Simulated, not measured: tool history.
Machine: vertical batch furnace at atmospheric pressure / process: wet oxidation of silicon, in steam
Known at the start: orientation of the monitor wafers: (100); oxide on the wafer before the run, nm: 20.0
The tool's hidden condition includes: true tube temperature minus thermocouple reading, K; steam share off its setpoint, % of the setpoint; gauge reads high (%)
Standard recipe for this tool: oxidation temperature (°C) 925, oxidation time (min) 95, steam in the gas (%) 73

run	hour	oxidation temperature (°C)	oxidation time (min)	steam in the gas (%)	wafers since the last listed run	hours since the last temperature calibration	hours since the steam generator was serviced	hours since the gauge calibration	read-back reference wafer on the same gauge, thickness	oxide thickness on the monitor wafer (angstrom)
1	0	917	124.5	73	0	2249.5	533.4	712.4	226.17	2655
2	40.1	917	124.5	73	583	2289.6	573.5	752.5	225.96	2635
3	144.1	917	124.5	73	1513	2393.6	677.5	856.5	225.95	2633.5
4	319.1	935	95	69	2546	2568.6	852.5	1031.5	226.1	2394.5
# hour 378.8: gauge calibrated
5	411.8	935	95	69	1348	2661.3	945.2	33	226.09	2397
# hour 493.6: thermocouples replaced and temperature profile calibrated
6	494.1	935	95	69	848	0.5	1027.5	115.3	226.07	2320.6
7	584.3	944	95	73	1312	90.7	1117.7	205.5	225.87	2617.8
# hour 613.7: steam generator serviced
8	680.6	925	64	66	1052	187	66.9	301.8	225.96	1520.9
9	772	906	55.5	79	1329	278.4	158.3	393.2	225.8	1297.2
10	847.4	906	55.5	79	1097	353.8	233.7	468.6	225.86	1301.8
11	919.4	937	59	73	1047	425.8	305.7	540.6	225.86	1759.3
12	972.8	925	77.5	73	777	479.2	359.1	594	226.03	1938.6
13	1076.6	925	95	73	1510	583	462.9	697.8	226.11	2247
14	1143.9	944	62	83	979	650.3	530.2	765.1	225.84	2129.1
15	1225	925	95	73	1180	731.4	611.3	846.2	225.89	2278

Pick out some run-to-run changes in oxide thickness on the monitor wafer (angstrom). Of each, how much would a tool without hidden state show as well, from the settings, what came in and chance, and how much is left for the hidden state and any gauge scatter not in both results compared?
Run 5 -> 6: thermocouples replaced and temperature profile calibrated. oxide thickness on the monitor wafer (angstrom) -76.4: hidden state -98, all else +21.6.
Run 7 -> 8: oxidation temperature (°C) 944 -> 925, oxidation time (min) 95 -> 64, steam in the gas (%) 73 -> 66, steam generator serviced. oxide thickness on the monitor wafer (angstrom) -1096.9: hidden state +59.8, all else -1156.7.

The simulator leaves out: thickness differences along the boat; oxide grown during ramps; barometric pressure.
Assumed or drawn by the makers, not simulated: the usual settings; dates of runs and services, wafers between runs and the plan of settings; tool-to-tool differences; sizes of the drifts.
